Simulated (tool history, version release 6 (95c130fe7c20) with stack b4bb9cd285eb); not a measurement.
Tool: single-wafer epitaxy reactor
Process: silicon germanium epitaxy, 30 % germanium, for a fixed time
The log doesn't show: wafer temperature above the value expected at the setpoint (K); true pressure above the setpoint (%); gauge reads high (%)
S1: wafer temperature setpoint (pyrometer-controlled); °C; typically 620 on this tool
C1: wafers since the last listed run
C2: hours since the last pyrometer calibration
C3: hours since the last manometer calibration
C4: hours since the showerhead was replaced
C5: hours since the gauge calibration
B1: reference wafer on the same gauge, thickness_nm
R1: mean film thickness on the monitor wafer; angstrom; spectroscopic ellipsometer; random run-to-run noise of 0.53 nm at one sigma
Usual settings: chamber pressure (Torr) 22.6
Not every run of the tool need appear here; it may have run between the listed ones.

run 1 hour=0.0 | S1=624 chamber_pressure_(Torr)=22.6 | C1=0 C2=1182.6 C3=1643.5 C4=1736.2 C5=378.2 | B1=109.951 | R1=1017.07
run 2 hour=74.9 | S1=624 chamber_pressure_(Torr)=22.6 | C1=1352 C2=1257.5 C3=1718.4 C4=1811.1 C5=453.1 | B1=110.188 | R1=1024.65
run 3 hour=127.3 | S1=624 chamber_pressure_(Torr)=22.6 | C1=946 C2=1309.9 C3=1770.8 C4=1863.5 C5=505.5 | B1=110.367 | R1=1019.88
run 4 hour=182.2 | S1=620 chamber_pressure_(Torr)=24.0 | C1=991 C2=1364.8 C3=1825.7 C4=1918.4 C5=560.4 | B1=110.481 | R1=985.21
run 5 hour=488.4 | S1=620 chamber_pressure_(Torr)=22.6 | C1=5530 C2=1671.0 C3=2131.9 C4=2224.6 C5=866.6 | B1=111.749 | R1=977.60
run 6 hour=591.7 | S1=620 chamber_pressure_(Torr)=18.5 | C1=1865 C2=1774.3 C3=2235.2 C4=2327.9 C5=969.9 | B1=112.015 | R1=900.76
-- hour=635.9 capacitance manometer re-zeroed and calibrated
run 7 hour=673.9 | S1=620 chamber_pressure_(Torr)=22.6 | C1=1340 C2=1856.5 C3=38.0 C4=2410.1 C5=1052.1 | B1=112.509 | R1=970.46
-- hour=707.0 pyrometer calibrated
run 8 hour=728.7 | S1=620 chamber_pressure_(Torr)=22.6 | C1=845 C2=21.7 C3=92.8 C4=2464.9 C5=1106.9 | B1=112.932 | R1=987.85
run 9 hour=776.5 | S1=616 chamber_pressure_(Torr)=22.6 | C1=863 C2=69.5 C3=140.6 C4=2512.7 C5=1154.7 | B1=112.957 | R1=930.78
run 10 hour=869.9 | S1=620 chamber_pressure_(Torr)=22.6 | C1=1687 C2=162.9 C3=234.0 C4=2606.1 C5=1248.1 | B1=113.538 | R1=1006.80
run 11 hour=938.6 | S1=620 chamber_pressure_(Torr)=22.6 | C1=1240 C2=231.6 C3=302.7 C4=2674.8 C5=1316.8 | B1=113.906 | R1=999.79
run 12 hour=979.6 | S1=614 chamber_pressure_(Torr)=19.1 | C1=740 C2=272.6 C3=343.7 C4=2715.8 C5=1357.8 | B1=114.307 | R1=850.38
run 13 hour=1046.8 | S1=620 chamber_pressure_(Torr)=22.6 | C1=1213 C2=339.8 C3=410.9 C4=2783.0 C5=1425.0 | B1=114.641 | R1=1001.24
-- hour=1084.9 showerhead replaced
-- hour=1104.0 gauge calibrated
run 14 hour=1152.0 | S1=632 chamber_pressure_(Torr)=18.6 | C1=1755 C2=445.0 C3=516.1 C4=67.1 C5=48.0 | B1=109.180 | R1=1045.12
run 15 hour=1189.8 | S1=609 chamber_pressure_(Torr)=25.3 | C1=682 C2=482.8 C3=553.9 C4=104.9 C5=85.8 | B1=108.939 | R1=850.02
run 16 hour=1253.2 | S1=620 chamber_pressure_(Torr)=22.6 | C1=1145 C2=546.2 C3=617.3 C4=168.3 C5=149.2 | B1=109.149 | R1=947.71

Forecast run 17:
run 17 hour=1291.3 | S1=626 chamber_pressure_(Torr)=19.7 | C1=688 C2=584.3 C3=655.4 C4=206.4 C5=187.3 | B1=? | R1=?

Run 17 came out at B1 109.073, R1 983.63 angstrom.
Had the tool carried no hidden state, the very same run would have given R1 983.50 angstrom.
